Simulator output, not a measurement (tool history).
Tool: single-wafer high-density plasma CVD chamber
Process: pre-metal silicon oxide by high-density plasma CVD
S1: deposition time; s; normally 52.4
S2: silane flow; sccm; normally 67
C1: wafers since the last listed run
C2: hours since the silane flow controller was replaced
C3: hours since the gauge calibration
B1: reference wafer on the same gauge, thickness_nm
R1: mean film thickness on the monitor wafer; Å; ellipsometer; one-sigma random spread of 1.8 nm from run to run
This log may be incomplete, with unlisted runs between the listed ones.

run 1 day=0.000 | S1=52.4 S2=67 | C1=0 C2=1911.9 C3=1702.6 | B1=399.682 | R1=3620.42
run 2 day=2.662 | S1=52.4 S2=67 | C1=1046 C2=1975.8 C3=1766.5 | B1=399.965 | R1=3589.55
run 3 day=5.729 | S1=52.4 S2=67 | C1=1204 C2=2049.4 C3=1840.1 | B1=399.876 | R1=3588.25
run 4 day=8.225 | S1=52.4 S2=67 | C1=980 C2=2109.3 C3=1900.0 | B1=400.206 | R1=3610.78
run 5 day=11.475 | S1=52.4 S2=67 | C1=1276 C2=2187.3 C3=1978.0 | B1=400.243 | R1=3614.42
-- day=12.608 silane flow controller replaced
run 6 day=14.288 | S1=52.4 S2=67 | C1=974 C2=40.3 C3=2045.5 | B1=399.625 | R1=3491.81
run 7 day=17.567 | S1=52.4 S2=67 | C1=1288 C2=119.0 C3=2124.2 | B1=400.183 | R1=3484.56
run 8 day=19.233 | S1=44.8 S2=67 | C1=654 C2=159.0 C3=2164.2 | B1=399.955 | R1=2941.76
run 9 day=21.667 | S1=44.8 S2=67 | C1=956 C2=217.4 C3=2222.6 | B1=400.267 | R1=2961.81
run 10 day=24.792 | S1=44.8 S2=67 | C1=1227 C2=292.4 C3=2297.6 | B1=399.751 | R1=2938.56
run 11 day=26.658 | S1=52.4 S2=67 | C1=733 C2=337.2 C3=2342.4 | B1=399.690 | R1=3458.73
run 12 day=29.442 | S1=52.4 S2=67 | C1=1093 C2=404.0 C3=2409.2 | B1=399.965 | R1=3465.70
run 13 day=33.525 | S1=57.1 S2=67 | C1=1604 C2=502.0 C3=2507.2 | B1=400.442 | R1=3777.54
run 14 day=36.696 | S1=57.1 S2=67 | C1=1245 C2=578.1 C3=2583.3 | B1=399.804 | R1=3752.37
run 15 day=39.854 | S1=57.1 S2=67 | C1=1240 C2=653.9 C3=2659.1 | B1=400.134 | R1=3778.31
run 16 day=43.108 | S1=52.4 S2=67 | C1=1278 C2=732.0 C3=2737.2 | B1=400.097 | R1=3473.61
run 17 day=47.288 | S1=52.4 S2=67 | C1=1642 C2=832.3 C3=2837.5 | B1=400.013 | R1=3478.46
run 18 day=58.192 | S1=52.4 S2=67 | C1=4284 C2=1094.0 C3=3099.2 | B1=399.788 | R1=3483.43
run 19 day=64.100 | S1=52.4 S2=67 | C1=2321 C2=1235.8 C3=3241.0 | B1=400.393 | R1=3513.28
run 20 day=68.392 | S1=52.4 S2=67 | C1=1686 C2=1338.8 C3=3344.0 | B1=399.566 | R1=3498.60
run 21 day=72.329 | S1=52.4 S2=67 | C1=1547 C2=1433.3 C3=3438.5 | B1=399.826 | R1=3522.80
run 22 day=74.500 | S1=61.6 S2=74 | C1=852 C2=1485.4 C3=3490.6 | B1=399.822 | R1=4612.72
run 23 day=77.196 | S1=58.4 S2=58 | C1=1059 C2=1550.1 C3=3555.3 | B1=399.630 | R1=3394.63
-- day=79.108 gauge calibrated
run 24 day=80.296 | S1=52.4 S2=56 | C1=1218 C2=1624.5 C3=28.5 | B1=399.827 | R1=2993.78
run 25 day=84.483 | S1=48.4 S2=57 | C1=1645 C2=1725.0 C3=129.0 | B1=400.099 | R1=2805.62
run 26 day=88.521 | S1=52.4 S2=67 | C1=1586 C2=1821.9 C3=225.9 | B1=399.792 | R1=3585.47
run 27 day=91.258 | S1=48.1 S2=78 | C1=1075 C2=1887.6 C3=291.6 | B1=400.048 | R1=3826.77
run 28 day=93.250 | S1=52.4 S2=67 | C1=782 C2=1935.4 C3=339.4 | B1=400.859 | R1=3602.92
run 29 day=97.279 | S1=52.4 S2=67 | C1=1583 C2=2032.1 C3=436.1 | B1=400.043 | R1=3557.40
run 30 day=110.000 | S1=42.8 S2=62 | C1=4998 C2=2337.4 C3=741.4 | B1=399.999 | R1=2781.13
-- day=113.462 silane flow controller replaced
run 31 day=114.196 | S1=57.1 S2=67 | C1=1517 C2=17.6 C3=842.1 | B1=399.711 | R1=3790.11
run 32 day=115.858 | S1=52.4 S2=67 | C1=653 C2=57.5 C3=882.0 | B1=400.249 | R1=3424.36
run 33 day=118.321 | S1=45.4 S2=67 | C1=967 C2=116.6 C3=941.1 | B1=399.580 | R1=3006.30
run 34 day=122.017 | S1=45.8 S2=57 | C1=1452 C2=205.3 C3=1029.8 | B1=399.420 | R1=2589.20
run 35 day=123.721 | S1=55.5 S2=62 | C1=669 C2=246.2 C3=1070.7 | B1=399.903 | R1=3399.17
run 36 day=131.617 | S1=43.1 S2=56 | C1=3102 C2=435.7 C3=1260.2 | B1=400.208 | R1=2381.63
run 37 day=136.883 | S1=52.4 S2=67 | C1=2069 C2=562.1 C3=1386.6 | B1=400.262 | R1=3490.73
run 38 day=139.046 | S1=52.4 S2=67 | C1=849 C2=614.0 C3=1438.5 | B1=399.551 | R1=3476.07
run 39 day=141.042 | S1=43.1 S2=56 | C1=784 C2=661.9 C3=1486.4 | B1=400.055 | R1=2395.15
run 40 day=144.704 | S1=52.4 S2=77 | C1=1439 C2=749.8 C3=1574.3 | B1=399.998 | R1=4014.21
run 41 day=154.071 | S1=56.9 S2=78 | C1=3680 C2=974.6 C3=1799.1 | B1=399.832 | R1=4439.75
run 42 day=158.150 | S1=52.4 S2=67 | C1=1602 C2=1072.5 C3=1897.0 | B1=399.891 | R1=3512.19
run 43 day=159.758 | S1=48.9 S2=64 | C1=631 C2=1111.1 C3=1935.6 | B1=399.806 | R1=3144.02
run 44 day=162.704 | S1=52.4 S2=67 | C1=1157 C2=1181.8 C3=2006.3 | B1=399.908 | R1=3523.40
run 45 day=165.196 | S1=52.4 S2=67 | C1=979 C2=1241.6 C3=2066.1 | B1=400.051 | R1=3553.50
run 46 day=168.679 | S1=48.6 S2=60 | C1=1368 C2=1325.2 C3=2149.7 | B1=400.052 | R1=2930.05

What if the next run were any one of these 4? Each begins from the tool's condition after run 46:
run A day=168.696 | S1=52.4 S2=67 | C1=6 C2=1325.6 C3=2150.1 | B1=? | R1=?
run B day=168.696 | S1=52.4 S2=72 | C1=6 C2=1325.6 C3=2150.1 | B1=? | R1=?
run C day=168.696 | S1=57.5 S2=55 | C1=6 C2=1325.6 C3=2150.1 | B1=? | R1=?
run D day=168.696 | S1=47.8 S2=63 | C1=6 C2=1325.6 C3=2150.1 | B1=? | R1=?

run=A B1=399.746 R1=3534.65
run=B B1=399.746 R1=3798.43
run=C B1=399.746 R1=3183.99
run=D B1=399.746 R1=3031.86
What these runs would have given with no unlogged condition in the tool:
run=A R1=3466.24
run=B R1=3724.91
run=C R1=3122.36
run=D R1=2973.18
